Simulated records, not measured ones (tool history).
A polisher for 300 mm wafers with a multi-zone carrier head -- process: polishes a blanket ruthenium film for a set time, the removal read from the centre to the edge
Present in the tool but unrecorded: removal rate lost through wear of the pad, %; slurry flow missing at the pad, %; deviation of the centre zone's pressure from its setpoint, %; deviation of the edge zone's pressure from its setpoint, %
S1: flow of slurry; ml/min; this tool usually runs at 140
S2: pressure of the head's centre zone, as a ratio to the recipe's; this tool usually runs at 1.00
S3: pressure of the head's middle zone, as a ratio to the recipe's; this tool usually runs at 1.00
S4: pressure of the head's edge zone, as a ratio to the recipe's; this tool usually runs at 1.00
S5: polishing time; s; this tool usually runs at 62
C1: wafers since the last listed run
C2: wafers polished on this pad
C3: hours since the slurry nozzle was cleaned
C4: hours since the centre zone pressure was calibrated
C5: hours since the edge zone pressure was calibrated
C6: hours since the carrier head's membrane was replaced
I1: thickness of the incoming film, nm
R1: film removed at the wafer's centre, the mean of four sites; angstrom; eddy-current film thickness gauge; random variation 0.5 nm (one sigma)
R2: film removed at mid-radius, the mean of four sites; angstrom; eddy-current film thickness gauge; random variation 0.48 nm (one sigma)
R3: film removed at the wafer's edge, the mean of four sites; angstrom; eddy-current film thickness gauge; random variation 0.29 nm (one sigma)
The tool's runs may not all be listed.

run 1 day=0.000 | S1=140 S2=1.00 S3=1.00 S4=1.00 S5=62 | C1=0 C2=2162 C3=411.4 C4=492.7 C5=101.3 C6=474.9 | I1=550.2 | R1=324 R2=327 R3=334
-- day=2.038 centre zone pressure recalibrated
run 2 day=4.458 | S1=140 S2=1.00 S3=1.00 S4=1.00 S5=62 | C1=1019 C2=3182 C3=518.4 C4=58.1 C5=208.3 C6=581.9 | I1=555.8 | R1=325 R2=318 R3=330
run 3 day=7.546 | S1=140 S2=1.00 S3=1.00 S4=1.00 S5=62 | C1=719 C2=3901 C3=592.5 C4=132.2 C5=282.4 C6=656.0 | I1=547.2 | R1=312 R2=316 R3=329
-- day=9.833 slurry nozzle cleaned
run 4 day=9.888 | S1=140 S2=1.00 S3=1.00 S4=1.00 S5=62 | C1=535 C2=4437 C3=1.3 C4=188.4 C5=338.6 C6=712.2 | I1=544.8 | R1=327 R2=315 R3=326
-- day=10.708 worn pad replaced by a new one
run 5 day=13.971 | S1=120 S2=1.06 S3=1.00 S4=1.00 S5=62 | C1=912 C2=760 C3=99.3 C4=286.4 C5=436.6 C6=810.2 | I1=550.9 | R1=347 R2=325 R3=346
-- day=15.250 carrier head's membrane replaced by a new one
run 6 day=15.733 | S1=165 S2=1.00 S3=1.00 S4=1.00 S5=62 | C1=362 C2=1122 C3=141.6 C4=328.7 C5=478.9 C6=11.6 | I1=549.9 | R1=347 R2=339 R3=356
run 7 day=19.679 | S1=165 S2=1.00 S3=1.00 S4=1.00 S5=62 | C1=919 C2=2041 C3=236.3 C4=423.4 C5=573.6 C6=106.3 | I1=538.2 | R1=341 R2=340 R3=345
run 8 day=22.371 | S1=100 S2=1.00 S3=0.96 S4=0.89 S5=62 | C1=627 C2=2668 C3=300.9 C4=488.0 C5=638.2 C6=170.9 | I1=550.2 | R1=287 R2=277 R3=292
-- day=26.754 worn pad replaced by a new one
run 9 day=26.775 | S1=140 S2=1.00 S3=0.88 S4=1.00 S5=62 | C1=987 C2=4 C3=406.6 C4=593.7 C5=743.9 C6=276.6 | I1=548.6 | R1=352 R2=324 R3=367
run 10 day=29.171 | S1=120 S2=1.00 S3=1.00 S4=1.00 S5=72 | C1=558 C2=562 C3=464.1 C4=651.2 C5=801.4 C6=334.1 | I1=541.4 | R1=390 R2=379 R3=398
-- day=29.975 centre zone pressure recalibrated
run 11 day=33.217 | S1=140 S2=1.00 S3=1.00 S4=1.10 S5=84 | C1=923 C2=1485 C3=561.2 C4=77.8 C5=898.5 C6=431.2 | I1=547.2 | R1=445 R2=434 R3=475
run 12 day=35.154 | S1=140 S2=1.00 S3=1.00 S4=1.12 S5=53 | C1=451 C2=1937 C3=607.7 C4=124.3 C5=945.0 C6=477.7 | I1=544.4 | R1=270 R2=280 R3=298
-- day=36.304 slurry nozzle cleaned
run 13 day=38.612 | S1=140 S2=1.00 S3=1.00 S4=1.00 S5=62 | C1=795 C2=2732 C3=55.4 C4=207.3 C5=1028.0 C6=560.7 | I1=549.1 | R1=322 R2=325 R3=328
run 14 day=41.079 | S1=125 S2=1.00 S3=0.93 S4=0.94 S5=62 | C1=574 C2=3307 C3=114.6 C4=266.5 C5=1087.2 C6=619.9 | I1=547.7 | R1=308 R2=293 R3=316
run 15 day=43.412 | S1=140 S2=0.93 S3=1.00 S4=1.00 S5=43 | C1=543 C2=3851 C3=170.6 C4=322.5 C5=1143.2 C6=675.9 | I1=555.5 | R1=207 R2=215 R3=225

Expected results for the next run?
-- day=44.021 edge zone pressure recalibrated
run 16 day=46.450 | S1=105 S2=1.00 S3=0.95 S4=1.10 S5=54 | C1=688 C2=4539 C3=243.5 C4=395.4 C5=58.3 C6=748.8 | I1=550.5 | R1=? R2=? R3=?

For run 16 the tool returned R1 249 angstrom, R2 249 angstrom, R3 281 angstrom.
Had the tool carried no hidden state, the very same run would have given R1 287 angstrom, R2 286 angstrom, R3 324 angstrom.

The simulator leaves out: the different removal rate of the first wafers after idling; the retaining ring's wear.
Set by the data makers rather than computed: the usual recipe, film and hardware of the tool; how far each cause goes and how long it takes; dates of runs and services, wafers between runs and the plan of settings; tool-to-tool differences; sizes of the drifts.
